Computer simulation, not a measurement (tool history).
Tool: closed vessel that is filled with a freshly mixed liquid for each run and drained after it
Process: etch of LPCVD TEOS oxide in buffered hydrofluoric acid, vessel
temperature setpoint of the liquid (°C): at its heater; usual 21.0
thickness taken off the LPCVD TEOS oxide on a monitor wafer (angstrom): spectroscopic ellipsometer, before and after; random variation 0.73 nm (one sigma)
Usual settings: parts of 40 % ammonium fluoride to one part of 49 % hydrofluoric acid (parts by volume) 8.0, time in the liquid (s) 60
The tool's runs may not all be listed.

run	day	temperature setpoint of the liquid (°C)	parts of 40 % ammonium fluoride to one part of 49 % hydrofluoric acid (parts by volume)	time in the liquid (s)	wafers since the last listed run	hours since the thermometer was replaced	hours since the hydrofluoric acid flow meter was replaced	hours since the gauge calibration	read-back film thickness of the LPCVD TEOS oxide reference wafer, read on the same gauge (nm)	thickness taken off the LPCVD TEOS oxide on a monitor wafer (angstrom)
1	0.000	21.0	8.0	60	0	1787.5	1064.1	221.0	140.00	2238.9
2	1.046	21.0	8.0	60	2619	1812.6	1089.2	246.1	140.00	2226.8
3	1.675	21.0	8.0	60	1575	1827.7	1104.3	261.2	139.99	2240.2
4	2.400	21.0	8.0	60	1815	1845.1	1121.7	278.6	140.00	2231.2
5	3.546	24.5	7.5	60	2870	1872.6	1149.2	306.1	139.99	2908.9
6	4.867	21.0	8.0	85	3308	1904.3	1180.9	337.8	140.00	3168.3
7	6.112	21.0	8.0	85	3120	1934.2	1210.8	367.7	140.02	3176.1
8	6.938	21.0	8.0	85	2066	1954.0	1230.6	387.5	140.02	3187.6
# day 7.346: thermometer replaced
9	7.733	21.0	8.0	60	1888	9.3	1249.7	406.6	140.01	2038.5
10	8.842	21.0	8.0	60	2776	35.9	1276.3	433.2	140.01	2032.5
11	9.533	21.0	8.0	60	1732	52.5	1292.9	449.8	139.99	2045.8
12	10.167	21.0	8.0	60	1586	67.7	1308.1	465.0	140.01	2030.2
# day 10.342: hydrofluoric acid flow meter replaced
# day 10.396: gauge calibrated
13	11.442	19.5	8.0	35	3089	98.3	26.4	25.1	139.99	1101.4
14	12.925	18.5	10.5	80	3715	133.9	62.0	60.7	139.99	1866.0
15	13.692	21.0	8.0	60	1920	152.3	80.4	79.1	140.01	2032.2
16	14.900	23.5	6.5	60	3026	181.3	109.4	108.1	139.98	2902.8
17	16.329	24.0	5.5	80	3579	215.6	143.7	142.4	140.00	4604.7
18	17.362	17.0	9.0	80	2588	240.4	168.5	167.2	140.02	1936.3
19	18.271	25.5	5.5	85	2275	262.2	190.3	189.0	140.00	5310.0
20	19.029	21.0	8.0	80	1899	280.4	208.5	207.2	139.98	2757.6
21	19.692	18.0	8.0	60	1659	296.3	224.4	223.1	140.01	1754.9
22	21.133	21.0	8.0	80	3610	330.9	259.0	257.7	140.01	2759.6
23	21.896	21.0	8.0	60	1909	349.2	277.3	276.0	140.00	2069.9
24	23.358	21.0	8.0	60	3663	384.3	312.4	311.1	140.00	2077.1

Measured less the same run without the tool's hidden state. The same run-to-run variation is in both; the gauge's scatter may not be:
The hidden state here: liquid hotter than its thermometer reads (K); hydrofluoric acid flow above the setpoint (%); gauge reads high (%).
run	thickness taken off the LPCVD TEOS oxide on a monitor wafer (angstrom)
1	+257.0
2	+258.8
3	+261.5
4	+262.5
5	+339.0
6	+383.5
7	+389.0
8	+393.5
9	+57.9
10	+61.1
11	+62.6
12	+64.3
13	+37.0
14	+67.2
15	+74.1
16	+110.1
17	+181.2
18	+83.1
19	+223.3
20	+122.6
21	+80.5
22	+129.9
23	+99.6
24	+104.3
